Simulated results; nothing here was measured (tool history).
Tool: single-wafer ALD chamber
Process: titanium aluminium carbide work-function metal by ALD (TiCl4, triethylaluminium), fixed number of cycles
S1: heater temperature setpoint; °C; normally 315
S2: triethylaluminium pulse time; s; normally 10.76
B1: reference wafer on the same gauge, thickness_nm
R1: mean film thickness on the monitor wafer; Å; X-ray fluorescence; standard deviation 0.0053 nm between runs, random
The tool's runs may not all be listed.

run	hour	S1	S2	B1	R1
1	0	315	10.76	2.059	20.27
2	34.1	315	10.76	2.061	20.29
3	53.4	315	10.76	2.061	20.3
4	78.5	323	10.76	2.059	20.82
5	103.5	323	10.76	2.06	20.85
6	119.6	315	10.76	2.06	20.21
7	148.1	315	10.76	2.061	20.22
8	163.6	315	10.76	2.06	20.18
9	178.1	315	10.76	2.059	20.11
# hour 235.5: showerhead replaced
10	236	324	10.76	2.06	20.75
11	253.6	324	10.76	2.061	20.77
12	286	315	8.07	2.061	18.91
# hour 316.7: triethylaluminium bottle replaced
# hour 354: gauge calibrated
13	371	315	8.07	2.06	20.04
14	383.5	315	10.76	2.061	20.75
15	417.1	310	8.2	2.06	19.76
16	444.6	315	13.05	2.061	20.96
17	474.1	315	10.76	2.06	20.72
18	507.2	301	6.52	2.059	18.34
19	533.7	319	14.28	2.06	21.47
20	547.5	330	9.39	2.06	21.57
# hour 580.7: thermocouple changed; heater temperature recalibrated
21	591.5	315	10.76	2.059	21.13
22	604.7	307	10.76	2.059	20.54
23	630	327	15.05	2.06	22.59
24	653.6	315	10.76	2.061	21.09
25	677.6	309	13.03	2.061	20.86
26	710.7	321	7.67	2.062	20.53
27	746.5	323	8.11	2.062	20.85
28	761.7	302	10.76	2.06	20.01

Measured minus without-hidden-state, run by run (identical run-to-run variation in each term; gauge scatter may differ):
What the log doesn't record here: wafer temperature above the value expected at the setpoint (K); triethylaluminium dose above that of a fresh bottle (%); gauge reads high (%).
run	R1
1	-0.89
2	-0.94
3	-0.96
4	-1.01
5	-1.04
6	-1.04
7	-1.08
8	-1.1
9	-1.12
10	-1.23
11	-1.26
12	-1.73
13	-0.55
14	-0.51
15	-0.55
16	-0.49
17	-0.52
18	-0.6
19	-0.5
20	-0.57
21	-0.12
22	-0.14
23	-0.11
24	-0.2
25	-0.19
26	-0.35
27	-0.37
28	-0.31
